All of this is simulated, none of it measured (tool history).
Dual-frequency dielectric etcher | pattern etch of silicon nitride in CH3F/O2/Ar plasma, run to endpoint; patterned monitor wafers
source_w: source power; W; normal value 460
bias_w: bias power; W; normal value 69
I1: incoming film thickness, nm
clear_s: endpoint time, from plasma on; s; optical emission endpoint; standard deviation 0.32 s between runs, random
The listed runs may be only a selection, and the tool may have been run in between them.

run 1 hour=0.0 | source_w=460 bias_w=69 | I1=34.68 | clear_s=49.8
run 2 hour=65.5 | source_w=460 bias_w=69 | I1=35.07 | clear_s=51.1
run 3 hour=125.1 | source_w=460 bias_w=69 | I1=34.92 | clear_s=51.0
run 4 hour=175.8 | source_w=460 bias_w=69 | I1=34.96 | clear_s=50.5
run 5 hour=242.2 | source_w=460 bias_w=69 | I1=35.13 | clear_s=51.6
run 6 hour=294.4 | source_w=530 bias_w=69 | I1=35.31 | clear_s=48.1
run 7 hour=330.3 | source_w=530 bias_w=69 | I1=34.87 | clear_s=46.9
run 8 hour=471.5 | source_w=400 bias_w=69 | I1=34.88 | clear_s=55.7
run 9 hour=537.6 | source_w=400 bias_w=69 | I1=35.49 | clear_s=56.4
run 10 hour=585.1 | source_w=400 bias_w=69 | I1=34.90 | clear_s=56.1
run 11 hour=655.1 | source_w=460 bias_w=69 | I1=35.41 | clear_s=51.7
run 12 hour=687.6 | source_w=460 bias_w=69 | I1=35.17 | clear_s=51.2
run 13 hour=728.0 | source_w=460 bias_w=69 | I1=35.36 | clear_s=51.2
run 14 hour=778.0 | source_w=460 bias_w=69 | I1=35.22 | clear_s=51.3
run 15 hour=847.2 | source_w=460 bias_w=69 | I1=35.03 | clear_s=51.1
run 16 hour=880.9 | source_w=460 bias_w=69 | I1=35.34 | clear_s=52.1
run 17 hour=914.8 | source_w=410 bias_w=56 | I1=35.46 | clear_s=58.0
run 18 hour=950.8 | source_w=460 bias_w=61 | I1=35.21 | clear_s=52.5
run 19 hour=987.4 | source_w=460 bias_w=62 | I1=34.87 | clear_s=51.4
run 20 hour=1114.5 | source_w=550 bias_w=76 | I1=35.01 | clear_s=45.0
run 21 hour=1176.2 | source_w=460 bias_w=81 | I1=35.36 | clear_s=49.7
run 22 hour=1205.8 | source_w=560 bias_w=82 | I1=35.74 | clear_s=44.2
run 23 hour=1250.4 | source_w=460 bias_w=85 | I1=35.39 | clear_s=48.9
run 24 hour=1321.8 | source_w=510 bias_w=79 | I1=35.34 | clear_s=47.5
run 25 hour=1353.3 | source_w=570 bias_w=81 | I1=35.38 | clear_s=44.4
run 26 hour=1413.7 | source_w=460 bias_w=62 | I1=35.24 | clear_s=52.3
run 27 hour=1454.8 | source_w=460 bias_w=69 | I1=34.87 | clear_s=50.3
run 28 hour=1492.4 | source_w=380 bias_w=85 | I1=35.34 | clear_s=55.5
run 29 hour=1544.6 | source_w=360 bias_w=78 | I1=35.34 | clear_s=59.2
run 30 hour=1590.0 | source_w=510 bias_w=74 | I1=34.96 | clear_s=47.1
run 31 hour=1639.6 | source_w=390 bias_w=76 | I1=35.19 | clear_s=55.6
run 32 hour=1681.3 | source_w=460 bias_w=69 | I1=34.93 | clear_s=51.0
run 33 hour=1708.1 | source_w=380 bias_w=55 | I1=35.33 | clear_s=60.7
run 34 hour=1760.0 | source_w=410 bias_w=82 | I1=35.15 | clear_s=52.9
run 35 hour=1826.9 | source_w=370 bias_w=85 | I1=35.49 | clear_s=57.2

Missing from the log above: 6 entries noted between runs. For each, name the pair of listed runs it sits between and say how the tool's hidden condition differs from the listed run just before to the listed run just after:
Logged between run 1 and run 2: wet clean of the chamber (hour 29.2)
  nothing in the hidden state changes from one run to the other
Logged between run 8 and run 9: upper electrode replaced (hour 532.7)
  nothing in the hidden state changes from one run to the other
Logged between run 12 and run 13: wet clean of the chamber (hour 718.6); bias power generator calibrated (hour 727.5)
  nothing in the hidden state changes from one run to the other
Logged between run 25 and run 26: source power generator calibrated (hour 1375.5)
  nothing in the hidden state changes from one run to the other
Logged between run 26 and run 27: wet clean of the chamber (hour 1445.4)
  nothing in the hidden state changes from one run to the other
